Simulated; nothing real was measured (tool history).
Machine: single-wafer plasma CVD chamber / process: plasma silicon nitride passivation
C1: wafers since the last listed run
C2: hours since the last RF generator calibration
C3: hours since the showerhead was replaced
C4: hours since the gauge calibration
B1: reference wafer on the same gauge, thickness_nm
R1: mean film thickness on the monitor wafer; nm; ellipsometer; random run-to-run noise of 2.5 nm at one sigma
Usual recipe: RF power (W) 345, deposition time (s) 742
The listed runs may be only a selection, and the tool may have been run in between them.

{"run": 1, "hour": 0.0, "RF power (W)": 345, "deposition time (s)": 818, "C1": 0, "C2": 863.8, "C3": 3637.7, "C4": 153.8, "B1": 1095.134, "R1": 1056.59}
{"run": 2, "hour": 34.7, "RF power (W)": 345, "deposition time (s)": 818, "C1": 72, "C2": 898.5, "C3": 3672.4, "C4": 188.5, "B1": 1094.792, "R1": 1053.105}
{"run": 3, "hour": 67.4, "RF power (W)": 345, "deposition time (s)": 742, "C1": 68, "C2": 931.2, "C3": 3705.1, "C4": 221.2, "B1": 1094.267, "R1": 961.095}
{"run": 4, "hour": 87.8, "RF power (W)": 345, "deposition time (s)": 742, "C1": 42, "C2": 951.6, "C3": 3725.5, "C4": 241.6, "B1": 1094.409, "R1": 956.525}
{"run": 5, "hour": 109.5, "RF power (W)": 345, "deposition time (s)": 742, "C1": 45, "C2": 973.3, "C3": 3747.2, "C4": 263.3, "B1": 1094.909, "R1": 951.565}
{"run": 6, "hour": 140.1, "RF power (W)": 345, "deposition time (s)": 837, "C1": 64, "C2": 1003.9, "C3": 3777.8, "C4": 293.9, "B1": 1094.527, "R1": 1077.864}
{"run": 7, "hour": 156.4, "RF power (W)": 345, "deposition time (s)": 837, "C1": 34, "C2": 1020.2, "C3": 3794.1, "C4": 310.2, "B1": 1093.938, "R1": 1080.177}
{"run": 8, "hour": 181.4, "RF power (W)": 345, "deposition time (s)": 837, "C1": 52, "C2": 1045.2, "C3": 3819.1, "C4": 335.2, "B1": 1094.886, "R1": 1074.278}
{"run": 9, "hour": 196.3, "RF power (W)": 345, "deposition time (s)": 742, "C1": 31, "C2": 1060.1, "C3": 3834.0, "C4": 350.1, "B1": 1094.122, "R1": 953.701}
{"hour": 226.0, "done": "showerhead replaced"}
{"run": 10, "hour": 227.7, "RF power (W)": 345, "deposition time (s)": 742, "C1": 48, "C2": 1091.5, "C3": 1.7, "C4": 381.5, "B1": 1095.058, "R1": 950.655}
{"run": 11, "hour": 252.6, "RF power (W)": 320, "deposition time (s)": 742, "C1": 52, "C2": 1116.4, "C3": 26.6, "C4": 406.4, "B1": 1095.153, "R1": 927.915}
{"hour": 258.9, "done": "gauge calibrated"}
{"run": 12, "hour": 272.8, "RF power (W)": 285, "deposition time (s)": 781, "C1": 42, "C2": 1136.6, "C3": 46.8, "C4": 13.9, "B1": 1094.233, "R1": 922.923}
{"run": 13, "hour": 288.7, "RF power (W)": 320, "deposition time (s)": 742, "C1": 33, "C2": 1152.5, "C3": 62.7, "C4": 29.8, "B1": 1094.28, "R1": 922.82}
{"run": 14, "hour": 323.4, "RF power (W)": 345, "deposition time (s)": 742, "C1": 72, "C2": 1187.2, "C3": 97.4, "C4": 64.5, "B1": 1093.78, "R1": 951.909}
{"run": 15, "hour": 348.4, "RF power (W)": 390, "deposition time (s)": 642, "C1": 52, "C2": 1212.2, "C3": 122.4, "C4": 89.5, "B1": 1095.144, "R1": 862.438}
{"hour": 372.4, "done": "RF generator calibrated"}
{"run": 16, "hour": 372.9, "RF power (W)": 345, "deposition time (s)": 742, "C1": 34, "C2": 0.5, "C3": 146.9, "C4": 114.0, "B1": 1094.802, "R1": 928.404}
{"run": 17, "hour": 399.7, "RF power (W)": 345, "deposition time (s)": 742, "C1": 56, "C2": 27.3, "C3": 173.7, "C4": 140.8, "B1": 1094.81, "R1": 921.036}
{"run": 18, "hour": 420.9, "RF power (W)": 345, "deposition time (s)": 647, "C1": 44, "C2": 48.5, "C3": 194.9, "C4": 162.0, "B1": 1094.209, "R1": 806.656}
{"hour": 479.5, "done": "RF generator calibrated, repeated, since the last time left the tool worse"}
{"run": 19, "hour": 500.6, "RF power (W)": 370, "deposition time (s)": 665, "C1": 150, "C2": 21.1, "C3": 274.6, "C4": 241.7, "B1": 1094.809, "R1": 886.077}
{"run": 20, "hour": 536.0, "RF power (W)": 325, "deposition time (s)": 804, "C1": 74, "C2": 56.5, "C3": 310.0, "C4": 277.1, "B1": 1092.955, "R1": 1019.64}
{"run": 21, "hour": 558.4, "RF power (W)": 345, "deposition time (s)": 597, "C1": 46, "C2": 78.9, "C3": 332.4, "C4": 299.5, "B1": 1093.919, "R1": 776.588}

Here are 3 independent what-if runs from the current tool condition. What would each one return?
{"run": "A", "hour": 559.0, "RF power (W)": 345, "deposition time (s)": 613, "C1": 1, "C2": 79.5, "C3": 333.0, "C4": 300.1, "B1": "?", "R1": "?"}
{"run": "B", "hour": 559.0, "RF power (W)": 370, "deposition time (s)": 860, "C1": 1, "C2": 79.5, "C3": 333.0, "C4": 300.1, "B1": "?", "R1": "?"}
{"run": "C", "hour": 559.0, "RF power (W)": 275, "deposition time (s)": 742, "C1": 1, "C2": 79.5, "C3": 333.0, "C4": 300.1, "B1": "?", "R1": "?"}

run=A B1=1093.193 R1=795.900
run=B B1=1093.193 R1=1147.353
run=C B1=1093.193 R1=878.231
With the hidden condition removed and each run's random variation left untouched, the same runs would have given:
run=A R1=799.419
run=B R1=1152.426
run=C R1=882.114
